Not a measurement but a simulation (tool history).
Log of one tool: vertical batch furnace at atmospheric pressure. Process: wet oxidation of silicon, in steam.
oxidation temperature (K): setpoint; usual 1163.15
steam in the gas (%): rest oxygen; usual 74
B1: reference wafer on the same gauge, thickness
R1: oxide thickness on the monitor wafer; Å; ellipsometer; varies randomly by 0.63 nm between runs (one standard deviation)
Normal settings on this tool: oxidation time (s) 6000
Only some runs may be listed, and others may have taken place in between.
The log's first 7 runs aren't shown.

Run 8, hour 352.3: usual settings; B1 308.47. Result: R1 2801.9 Å.
Run 9, hour 400.7: usual settings; B1 307.92. Result: R1 2812.0 Å.
Run 10, hour 463.7: usual settings; B1 307.74. Result: R1 2801.1 Å.
Run 11, hour 498.9: usual settings but oxidation temperature (K) 1179.15, steam in the gas (%) 78; B1 308.27. Result: R1 3374.2 Å.
At hour 536.9: thermocouples replaced and temperature profile calibrated.
Run 12, hour 551.4: usual settings but steam in the gas (%) 83; B1 307.84. Result: R1 3102.1 Å.
Run 13, hour 581.0: usual settings but steam in the gas (%) 83; B1 307.56. Result: R1 3101.4 Å.
Run 14, hour 634.3: usual settings; B1 307.62. Result: R1 2866.8 Å.
At hour 765.2: gauge calibrated.
Run 15, hour 847.8: usual settings; B1 307.95. Result: R1 2899.1 Å.
At hour 935.3: thermocouples replaced and temperature profile calibrated, repeated, since the last time left the tool worse.
Run 16, hour 935.8: usual settings but steam in the gas (%) 63; B1 307.81. Result: R1 2443.0 Å.
Run 17, hour 944.3: usual settings; B1 307.71. Result: R1 2728.0 Å.
Run 18, hour 980.4: usual settings but oxidation time (s) 7530; B1 308.00. Result: R1 3200.1 Å.
Run 19, hour 1028.6: usual settings; B1 307.55. Result: R1 2741.5 Å.
Run 20, hour 1093.5: usual settings; B1 308.28. Result: R1 2743.7 Å.
At hour 1147.5: steam generator serviced.
Run 21, hour 1149.5: usual settings but oxidation temperature (K) 1183.15, oxidation time (s) 8520; B1 307.80. Result: R1 4194.7 Å.
Run 22, hour 1181.8: usual settings but steam in the gas (%) 66; B1 307.74. Result: R1 2532.8 Å.
Run 23, hour 1211.7: usual settings but steam in the gas (%) 68; B1 307.90. Result: R1 2599.7 Å.
Run 24, hour 1269.7: usual settings but oxidation temperature (K) 1183.15; B1 308.05. Result: R1 3314.7 Å.
Run 25, hour 1340.1: usual settings but oxidation temperature (K) 1145.15, oxidation time (s) 4080, steam in the gas (%) 78; B1 308.12. Result: R1 1801.6 Å.
Run 26, hour 1453.1: usual settings but oxidation temperature (K) 1149.15, oxidation time (s) 4590, steam in the gas (%) 84; B1 307.84. Result: R1 2165.4 Å.
Run 27, hour 1494.1: usual settings but oxidation temperature (K) 1157.15, oxidation time (s) 3690, steam in the gas (%) 62; B1 308.24. Result: R1 1655.6 Å.
Run 28, hour 1556.8: usual settings but oxidation time (s) 7980, steam in the gas (%) 78; B1 308.03. Result: R1 3505.0 Å.
Run 29, hour 1608.5: usual settings but oxidation time (s) 4260, steam in the gas (%) 84; B1 307.90. Result: R1 2383.7 Å.
Run 30, hour 1667.7: usual settings but oxidation time (s) 7800, steam in the gas (%) 65; B1 308.23. Result: R1 3047.9 Å.
Run 31, hour 1702.6: usual settings but oxidation temperature (K) 1146.15, oxidation time (s) 4470, steam in the gas (%) 83; B1 308.01. Result: R1 2050.7 Å.

Below are 5 alternative next runs, each starting from the tool's condition after run 31. Predict each:
Run A, hour 1708.2: usual settings but oxidation temperature (K) 1146.15; B1 ?. Result: R1 ?.
Run B, hour 1708.2: usual settings but oxidation temperature (K) 1150.15; B1 ?. Result: R1 ?.
Run C, hour 1708.2: usual settings but oxidation temperature (K) 1142.15; B1 ?. Result: R1 ?.
Run D, hour 1708.2: usual settings but oxidation temperature (K) 1138.15, oxidation time (s) 8820; B1 ?. Result: R1 ?.
Run E, hour 1708.2: usual settings but oxidation temperature (K) 1143.15, oxidation time (s) 4560, steam in the gas (%) 68; B1 ?. Result: R1 ?.

run      B1      R1
  A  307.90  2336.1
  B  307.90  2439.7
  C  307.90  2235.1
  D  307.90  2816.6
  E  307.90  1758.8
With the hidden condition removed and each run's random variation left untouched, the same runs would have given:
run      R1
  A  2275.2
  B  2377.3
  C  2175.8
  D  2741.3
  E  1712.9

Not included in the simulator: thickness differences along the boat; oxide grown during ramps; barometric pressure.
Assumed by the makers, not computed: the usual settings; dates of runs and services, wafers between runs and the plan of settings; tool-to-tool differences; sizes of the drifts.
